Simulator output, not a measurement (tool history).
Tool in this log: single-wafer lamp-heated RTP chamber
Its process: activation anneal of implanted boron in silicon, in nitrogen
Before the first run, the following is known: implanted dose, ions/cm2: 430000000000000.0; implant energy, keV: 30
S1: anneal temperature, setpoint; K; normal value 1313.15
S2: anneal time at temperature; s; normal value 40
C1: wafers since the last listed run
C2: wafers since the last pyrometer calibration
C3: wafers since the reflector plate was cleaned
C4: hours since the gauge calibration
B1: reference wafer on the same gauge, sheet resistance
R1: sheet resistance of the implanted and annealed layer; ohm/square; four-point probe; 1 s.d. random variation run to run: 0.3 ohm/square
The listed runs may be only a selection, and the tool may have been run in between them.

run     day       S1  S2   C1    C2    C3     C4      B1      R1
  1   0.000  1313.15  40    0  5005  5898   88.4  233.78  199.70
  2   1.696  1313.15  56  705  5710  6603  129.1  234.24  198.37
  3   2.417  1313.15  56  299  6010  6903  146.4  234.33  199.28
  4   2.708  1313.15  40  121  6131  7024  153.4  234.39  200.25
  5   3.404  1313.15  40  289  6420  7314  170.1  234.63  200.39
  6   4.062  1313.15  40  273  6694  7587  185.9  234.70  200.82
  7   4.796  1313.15  40  304  6999  7892  203.5  234.80  200.64
      4.988  -- gauge calibrated
  8   5.179  1289.15  40  159  7158  8052    4.6  233.16  201.85
  9   5.508  1313.15  46  136  7295  8188   12.5  233.25  199.07
      5.896  -- pyrometer window cleaned and pyrometer calibrated
 10   6.154  1313.15  46  129   106  8318   28.0  233.40  198.91
 11   6.775  1313.15  40  258   364  8576   42.9  233.45  199.40
 12   7.421  1300.15  25  268   633  8845   58.4  233.65  201.75
 13   7.833  1337.15  31  171   804  9016   68.3  233.53  199.33
      8.362  -- reflector plate cleaned
 14   8.383  1313.15  46   90   894     8   81.5  233.76  199.22
 15  10.546  1313.15  40  899  1793   907  133.4  234.46  200.23
 16  11.171  1293.15  17  259  2053  1167  148.4  234.49  204.71
 17  11.854  1327.15  21  284  2337  1451  164.8  234.62  201.05
 18  12.558  1332.15  24  292  2630  1743  181.7  234.83  200.47
 19  13.283  1297.15  59  301  2932  2045  199.1  234.92  201.04
     13.933  -- gauge calibrated
 20  13.954  1284.15  23  278  3210  2324    0.5  233.08  204.24
 21  14.492  1334.15  29  223  3434  2547   13.4  233.20  198.54
 22  15.150  1304.15  47  273  3708  2821   29.2  233.35  199.90

Alternative continuations, all from the tool just after run 22; predict every row:
  A  15.167  1298.15  40   6  3715  2828  29.6   ?   ?
  B  15.167  1313.15  60   6  3715  2828  29.6   ?   ?
  C  15.167  1297.15  21   6  3715  2828  29.6   ?   ?
  D  15.167  1328.15  56   6  3715  2828  29.6   ?   ?

run      B1      R1
  A  233.31  200.63
  B  233.31  198.15
  C  233.31  202.25
  D  233.31  197.50
Take away the tool's hidden state, keep each run's random variation, and the runs would have read:
run      R1
  A  200.36
  B  197.88
  C  201.97
  D  197.23
